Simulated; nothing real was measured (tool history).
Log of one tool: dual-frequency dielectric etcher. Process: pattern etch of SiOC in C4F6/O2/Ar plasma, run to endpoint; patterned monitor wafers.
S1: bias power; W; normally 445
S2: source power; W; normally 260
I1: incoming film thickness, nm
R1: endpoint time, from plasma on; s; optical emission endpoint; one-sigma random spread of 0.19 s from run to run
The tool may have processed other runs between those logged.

run   hour   S1   S2    I1    R1
  1      0  493  260  50.6  22.1
  2   19.3  445  260  50.8  23.3
  3   50.6  445  260  50.4  23.1
  4   70.2  445  260  51.3  23.3
  5   89.2  445  260  50.6  23.5
     130.7  -- wet clean of the chamber
  6  131.2  445  260  50.4  22.2
  7    135  445  260  51.1  22.5
  8  169.2  445  260  50.3  22.3
  9  190.1  411  270  50.6  22.7
 10  202.5  445  260  50.8  22.6
 11  231.4  445  260  50.1  22.1
 12  263.2  445  260  50.5  22.7
     288.5  -- upper electrode replaced
 13  289.9  445  280  50.5    22
 14    310  445  210  50.8  24.5
     328.9  -- bias power generator calibrated
 15  344.9  445  280  50.6  22.3
 16  372.3  521  240  51.2  22.1
 17  407.8  445  260  50.4  22.7
 18    432  378  220  50.2  25.4
     440.8  -- source power generator calibrated
 19  463.1  337  290  50.3  24.5
 20  490.4  348  230  50.3  25.7
 21    510  487  260  50.1  22.3
     548.8  -- wet clean of the chamber
 22  549.3  445  290  49.9    21
 23  559.8  445  260  50.9  21.8
 24    582  545  210  51.1  22.1
 25  606.4  445  260  50.5  21.9
 26  619.3  539  220  50.6  21.8
 27  633.1  360  200  50.2  25.1
 28  657.3  445  260  51.2  22.6
 29  681.6  445  260    51  22.7
 30  716.8  548  210  50.7  22.3
 31  740.9  521  260  50.3  21.2

Estimate the outcome of run 32 from the log above:
 32  755.3  526  220  50.4   ?

Run 32 came out at R1 21.8 s.
Without the tool's hidden state the same run would have given R1 21.5 s.
